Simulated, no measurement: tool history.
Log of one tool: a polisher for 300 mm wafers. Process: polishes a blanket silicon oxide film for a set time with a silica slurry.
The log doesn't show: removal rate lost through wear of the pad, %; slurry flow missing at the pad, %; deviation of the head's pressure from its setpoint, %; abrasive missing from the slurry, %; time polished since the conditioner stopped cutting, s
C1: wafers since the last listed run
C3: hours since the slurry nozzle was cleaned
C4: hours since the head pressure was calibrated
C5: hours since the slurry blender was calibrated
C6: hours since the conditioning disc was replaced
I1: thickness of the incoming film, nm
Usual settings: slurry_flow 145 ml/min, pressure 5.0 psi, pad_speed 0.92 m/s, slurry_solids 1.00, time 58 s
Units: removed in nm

{"run": 1, "hour": 0.0, "slurry_flow": 145, "pressure": 5.0, "pad_speed": 0.92, "slurry_solids": 1.0, "time": 58, "C1": 0, "wafers polished on this pad": 5424, "C3": 42.0, "C4": 155.8, "C5": 288.6, "C6": 150.7, "I1": 1753.7, "removed": 161.9}
{"hour": 15.2, "done": "worn pad replaced by a new one"}
{"run": 2, "hour": 44.4, "slurry_flow": 145, "pressure": 5.0, "pad_speed": 0.92, "slurry_solids": 1.0, "time": 58, "C1": 582, "wafers polished on this pad": 421, "C3": 86.4, "C4": 200.2, "C5": 333.0, "C6": 195.1, "I1": 1718.7, "removed": 174.5}
{"hour": 60.4, "done": "slurry blender recalibrated"}
{"run": 3, "hour": 127.6, "slurry_flow": 145, "pressure": 5.0, "pad_speed": 0.92, "slurry_solids": 1.0, "time": 58, "C1": 1171, "wafers polished on this pad": 1592, "C3": 169.6, "C4": 283.4, "C5": 67.2, "C6": 278.3, "I1": 1736.9, "removed": 164.9}
{"hour": 174.2, "done": "conditioning disc replaced and pad reconditioned"}
{"run": 4, "hour": 199.4, "slurry_flow": 145, "pressure": 5.0, "pad_speed": 0.92, "slurry_solids": 1.0, "time": 58, "C1": 1006, "wafers polished on this pad": 2599, "C3": 241.4, "C4": 355.2, "C5": 139.0, "C6": 25.2, "I1": 1750.8, "removed": 164.8}
{"hour": 229.9, "done": "head pressure recalibrated"}
{"run": 5, "hour": 239.3, "slurry_flow": 145, "pressure": 5.0, "pad_speed": 0.92, "slurry_solids": 1.0, "time": 58, "C1": 546, "wafers polished on this pad": 3146, "C3": 281.3, "C4": 9.4, "C5": 178.9, "C6": 65.1, "I1": 1769.8, "removed": 160.3}
{"run": 6, "hour": 313.9, "slurry_flow": 115, "pressure": 5.0, "pad_speed": 0.92, "slurry_solids": 1.0, "time": 58, "C1": 1076, "wafers polished on this pad": 4222, "C3": 355.9, "C4": 84.0, "C5": 253.5, "C6": 139.7, "I1": 1760.8, "removed": 153.9}
{"hour": 315.1, "done": "slurry nozzle cleaned"}
{"hour": 369.8, "done": "slurry blender recalibrated"}
{"hour": 399.0, "done": "worn pad replaced by a new one"}
{"run": 7, "hour": 413.9, "slurry_flow": 115, "pressure": 5.0, "pad_speed": 0.92, "slurry_solids": 1.0, "time": 58, "C1": 1341, "wafers polished on this pad": 215, "C3": 98.8, "C4": 184.0, "C5": 44.1, "C6": 239.7, "I1": 1773.5, "removed": 140.3}
{"run": 8, "hour": 473.4, "slurry_flow": 145, "pressure": 5.8, "pad_speed": 0.92, "slurry_solids": 1.0, "time": 58, "C1": 858, "wafers polished on this pad": 1073, "C3": 158.3, "C4": 243.5, "C5": 103.6, "C6": 299.2, "I1": 1745.9, "removed": 170.0}
{"hour": 528.0, "done": "conditioning disc replaced and pad reconditioned"}
{"run": 9, "hour": 577.2, "slurry_flow": 145, "pressure": 5.8, "pad_speed": 0.92, "slurry_solids": 1.0, "time": 58, "C1": 1468, "wafers polished on this pad": 2541, "C3": 262.1, "C4": 347.3, "C5": 207.4, "C6": 49.2, "I1": 1773.4, "removed": 164.3}
{"hour": 599.8, "done": "head pressure recalibrated"}
{"run": 10, "hour": 630.2, "slurry_flow": 145, "pressure": 5.8, "pad_speed": 0.92, "slurry_solids": 1.0, "time": 58, "C1": 735, "wafers polished on this pad": 3277, "C3": 315.1, "C4": 30.4, "C5": 260.4, "C6": 102.2, "I1": 1735.4, "removed": 167.3}
{"run": 11, "hour": 681.6, "slurry_flow": 145, "pressure": 6.2, "pad_speed": 1.16, "slurry_solids": 1.0, "time": 58, "C1": 741, "wafers polished on this pad": 4018, "C3": 366.5, "C4": 81.8, "C5": 311.8, "C6": 153.6, "I1": 1747.3, "removed": 208.9}
{"hour": 686.6, "done": "slurry nozzle cleaned"}
{"hour": 699.1, "done": "worn pad replaced by a new one, repeated, since the last time left the tool worse"}
{"hour": 702.3, "done": "slurry blender recalibrated"}
{"run": 12, "hour": 752.5, "slurry_flow": 145, "pressure": 5.0, "pad_speed": 0.84, "slurry_solids": 1.0, "time": 58, "C1": 921, "wafers polished on this pad": 740, "C3": 65.9, "C4": 152.7, "C5": 50.2, "C6": 224.5, "I1": 1781.3, "removed": 154.8}
{"run": 13, "hour": 824.7, "slurry_flow": 145, "pressure": 4.1, "pad_speed": 1.14, "slurry_solids": 0.9, "time": 71, "C1": 1041, "wafers polished on this pad": 1782, "C3": 138.1, "C4": 224.9, "C5": 122.4, "C6": 296.7, "I1": 1760.9, "removed": 190.3}
{"hour": 884.9, "done": "conditioning disc replaced and pad reconditioned"}
{"run": 14, "hour": 922.4, "slurry_flow": 145, "pressure": 5.0, "pad_speed": 0.92, "slurry_solids": 1.0, "time": 58, "C1": 1380, "wafers polished on this pad": 3162, "C3": 235.8, "C4": 322.6, "C5": 220.1, "C6": 37.5, "I1": 1724.3, "removed": 164.2}
{"run": 15, "hour": 962.5, "slurry_flow": 145, "pressure": 4.0, "pad_speed": 0.66, "slurry_solids": 1.0, "time": 58, "C1": 578, "wafers polished on this pad": 3741, "C3": 275.9, "C4": 362.7, "C5": 260.2, "C6": 77.6, "I1": 1764.8, "removed": 99.9}
{"hour": 1009.5, "done": "head pressure recalibrated"}
{"run": 16, "hour": 1010.0, "slurry_flow": 145, "pressure": 5.8, "pad_speed": 0.92, "slurry_solids": 1.0, "time": 58, "C1": 656, "wafers polished on this pad": 4397, "C3": 323.4, "C4": 0.5, "C5": 307.7, "C6": 125.1, "I1": 1753.1, "removed": 190.9}
{"hour": 1015.2, "done": "worn pad replaced by a new one"}
{"hour": 1067.7, "done": "slurry nozzle cleaned"}
{"hour": 1086.7, "done": "slurry blender recalibrated"}
{"run": 17, "hour": 1091.0, "slurry_flow": 145, "pressure": 5.0, "pad_speed": 0.92, "slurry_solids": 1.0, "time": 75, "C1": 1067, "wafers polished on this pad": 1049, "C3": 23.3, "C4": 81.5, "C5": 4.3, "C6": 206.1, "I1": 1744.0, "removed": 209.0}
{"run": 18, "hour": 1162.2, "slurry_flow": 145, "pressure": 5.0, "pad_speed": 0.92, "slurry_solids": 1.0, "time": 58, "C1": 1027, "wafers polished on this pad": 2076, "C3": 94.5, "C4": 152.7, "C5": 75.5, "C6": 277.3, "I1": 1738.3, "removed": 164.7}
{"hour": 1200.1, "done": "conditioning disc replaced and pad reconditioned"}
{"run": 19, "hour": 1242.9, "slurry_flow": 145, "pressure": 5.0, "pad_speed": 0.92, "slurry_solids": 1.0, "time": 58, "C1": 1135, "wafers polished on this pad": 3212, "C3": 175.2, "C4": 233.4, "C5": 156.2, "C6": 42.8, "I1": 1755.1, "removed": 158.9}
{"run": 20, "hour": 1304.1, "slurry_flow": 165, "pressure": 5.0, "pad_speed": 1.18, "slurry_solids": 0.7, "time": 40, "C1": 882, "wafers polished on this pad": 4094, "C3": 236.4, "C4": 294.6, "C5": 217.4, "C6": 104.0, "I1": 1753.5, "removed": 126.9}
{"hour": 1378.3, "done": "worn pad replaced by a new one"}
{"run": 21, "hour": 1387.5, "slurry_flow": 145, "pressure": 5.0, "pad_speed": 0.92, "slurry_solids": 1.2, "time": 58, "C1": 1145, "wafers polished on this pad": 133, "C3": 319.8, "C4": 378.0, "C5": 300.8, "C6": 187.4, "I1": 1781.0, "removed": 178.0}
{"hour": 1393.8, "done": "head pressure recalibrated"}
{"hour": 1430.8, "done": "slurry blender recalibrated"}
{"hour": 1458.2, "done": "slurry nozzle cleaned"}
{"run": 22, "hour": 1486.9, "slurry_flow": 145, "pressure": 4.1, "pad_speed": 0.84, "slurry_solids": 1.0, "time": 58, "C1": 1361, "wafers polished on this pad": 1494, "C3": 28.7, "C4": 93.1, "C5": 56.1, "C6": 286.8, "I1": 1760.5, "removed": 124.6}
{"hour": 1526.3, "done": "conditioning disc replaced and pad reconditioned"}
{"run": 23, "hour": 1573.1, "slurry_flow": 145, "pressure": 5.0, "pad_speed": 0.92, "slurry_solids": 1.0, "time": 58, "C1": 1214, "wafers polished on this pad": 2709, "C3": 114.9, "C4": 179.3, "C5": 142.3, "C6": 46.8, "I1": 1723.6, "removed": 162.6}

Forecast each of these 5 alternatives for the next run:
{"run": "A", "hour": 1573.5, "slurry_flow": 145, "pressure": 5.0, "pad_speed": 0.92, "slurry_solids": 0.9, "time": 58, "C1": 5, "wafers polished on this pad": 2715, "C3": 115.3, "C4": 179.7, "C5": 142.7, "C6": 47.2, "I1": 1735.9, "removed": "?"}
{"run": "B", "hour": 1573.5, "slurry_flow": 145, "pressure": 5.0, "pad_speed": 0.92, "slurry_solids": 1.1, "time": 58, "C1": 5, "wafers polished on this pad": 2715, "C3": 115.3, "C4": 179.7, "C5": 142.7, "C6": 47.2, "I1": 1735.9, "removed": "?"}
{"run": "C", "hour": 1573.5, "slurry_flow": 145, "pressure": 6.1, "pad_speed": 0.92, "slurry_solids": 1.2, "time": 58, "C1": 5, "wafers polished on this pad": 2715, "C3": 115.3, "C4": 179.7, "C5": 142.7, "C6": 47.2, "I1": 1735.9, "removed": "?"}
{"run": "D", "hour": 1573.5, "slurry_flow": 145, "pressure": 6.1, "pad_speed": 1.14, "slurry_solids": 1.0, "time": 58, "C1": 5, "wafers polished on this pad": 2715, "C3": 115.3, "C4": 179.7, "C5": 142.7, "C6": 47.2, "I1": 1735.9, "removed": "?"}
{"run": "E", "hour": 1573.5, "slurry_flow": 180, "pressure": 5.0, "pad_speed": 1.22, "slurry_solids": 1.15, "time": 50, "C1": 5, "wafers polished on this pad": 2715, "C3": 115.3, "C4": 179.7, "C5": 142.7, "C6": 47.2, "I1": 1735.9, "removed": "?"}

run=A removed=158.8
run=B removed=167.5
run=C removed=209.1
run=D removed=236.4
run=E removed=190.2
Without the tool's hidden state the same runs would have given:
run=A removed=168.0
run=B removed=177.2
run=C removed=221.2
run=D removed=250.1
run=E removed=201.1
